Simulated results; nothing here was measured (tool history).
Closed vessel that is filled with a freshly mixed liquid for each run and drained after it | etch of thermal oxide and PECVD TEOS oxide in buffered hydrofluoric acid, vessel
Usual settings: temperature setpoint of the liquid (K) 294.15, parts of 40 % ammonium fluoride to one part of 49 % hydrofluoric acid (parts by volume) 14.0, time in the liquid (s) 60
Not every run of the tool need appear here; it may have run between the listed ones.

run   hour  temperature setpoint of the liquid (K)  parts of 40 % ammonium fluoride to one part of 49 % hydrofluoric acid (parts by volume)  time in the liquid (s)  read-back film thickness of the thermal oxide reference wafer, read on the same gauge (nm)  read-back film thickness of the PECVD TEOS oxide reference wafer, read on the same gauge (nm)  thickness taken off the thermal oxide on a monitor wafer (Å)  thickness taken off the PECVD TEOS oxide on a monitor wafer (Å)
  1    0.0                                  294.15                                                                                     14.0                      60                                                                                      120.01                                                                                          59.98                                                         429.8                                                            883.4
  2    7.4                                  294.15                                                                                     14.0                      60                                                                                      119.99                                                                                          60.00                                                         430.2                                                            889.6
  3   14.2                                  294.15                                                                                     14.0                      60                                                                                      119.99                                                                                          59.99                                                         438.2                                                            884.9
  4   28.9                                  294.15                                                                                     14.0                      60                                                                                      120.00                                                                                          60.00                                                         431.3                                                            886.1
  5   44.1                                  294.15                                                                                     14.0                      60                                                                                      120.00                                                                                          60.00                                                         426.3                                                            878.4
  6   55.1                                  294.15                                                                                     14.0                      35                                                                                      119.99                                                                                          59.98                                                         247.4                                                            517.0
  7   63.2                                  294.15                                                                                     14.0                      60                                                                                      120.02                                                                                          60.01                                                         432.4                                                            884.9
  8   81.6                                  294.15                                                                                     14.0                      60                                                                                      120.00                                                                                          60.01                                                         434.4                                                            886.6
      84.3  -- thermometer replaced
  9   89.8                                  294.15                                                                                     14.0                      60                                                                                      120.01                                                                                          59.99                                                         426.5                                                            886.9
 10   97.7                                  294.15                                                                                     14.0                      60                                                                                      120.02                                                                                          59.98                                                         435.7                                                            883.4
     100.8  -- hydrofluoric acid flow meter replaced
 11  106.7                                  294.15                                                                                     14.0                      60                                                                                      120.00                                                                                          59.98                                                         429.6                                                            888.5
 12  114.3                                  294.15                                                                                     14.0                      30                                                                                      120.00                                                                                          59.99                                                         214.4                                                            442.8
     121.3  -- gauge calibrated
 13  139.2                                  294.15                                                                                     14.0                      90                                                                                      119.99                                                                                          60.00                                                         648.7                                                           1334.3
 14  154.4                                  294.15                                                                                     12.0                      60                                                                                      120.00                                                                                          59.99                                                         498.7                                                           1032.5
 15  161.0                                  294.15                                                                                     18.5                      60                                                                                      120.01                                                                                          60.02                                                         323.1                                                            673.9
 16  171.0                                  292.15                                                                                     18.0                      60                                                                                      120.01                                                                                          60.02                                                         298.8                                                            619.8
 17  183.2                                  294.15                                                                                     18.0                      80                                                                                      119.99                                                                                          59.99                                                         444.6                                                            918.7
 18  195.1                                  294.15                                                                                     14.0                      90                                                                                      119.99                                                                                          59.99                                                         639.1                                                           1327.1
 19  210.1                                  294.15                                                                                     14.0                      50                                                                                      119.99                                                                                          59.99                                                         360.8                                                            738.3

Below are 3 alternative next runs, each starting from the tool's condition after run 19. Predict each:
  A  210.8                                  294.15                                                                                     14.0                      60                                                                                           ?                                                                                              ?                                                             ?                                                                ?
  B  210.8                                  298.65                                                                                     16.5                      50                                                                                           ?                                                                                              ?                                                             ?                                                                ?
  C  210.8                                  294.15                                                                                     18.0                      60                                                                                           ?                                                                                              ?                                                             ?                                                                ?

run  read-back film thickness of the thermal oxide reference wafer, read on the same gauge (nm)  read-back film thickness of the PECVD TEOS oxide reference wafer, read on the same gauge (nm)  thickness taken off the thermal oxide on a monitor wafer (Å)  thickness taken off the PECVD TEOS oxide on a monitor wafer (Å)
  A                                                                                      119.97                                                                                          59.98                                                         422.0                                                            878.7
  B                                                                                      119.97                                                                                          59.98                                                         383.0                                                            797.7
  C                                                                                      119.97                                                                                          59.98                                                         329.5                                                            686.1
What these runs would have given with no unlogged condition in the tool:
run  thickness taken off the thermal oxide on a monitor wafer (Å)  thickness taken off the PECVD TEOS oxide on a monitor wafer (Å)
  A                                                         422.0                                                            878.7
  B                                                         383.0                                                            797.7
  C                                                         329.5                                                            686.1

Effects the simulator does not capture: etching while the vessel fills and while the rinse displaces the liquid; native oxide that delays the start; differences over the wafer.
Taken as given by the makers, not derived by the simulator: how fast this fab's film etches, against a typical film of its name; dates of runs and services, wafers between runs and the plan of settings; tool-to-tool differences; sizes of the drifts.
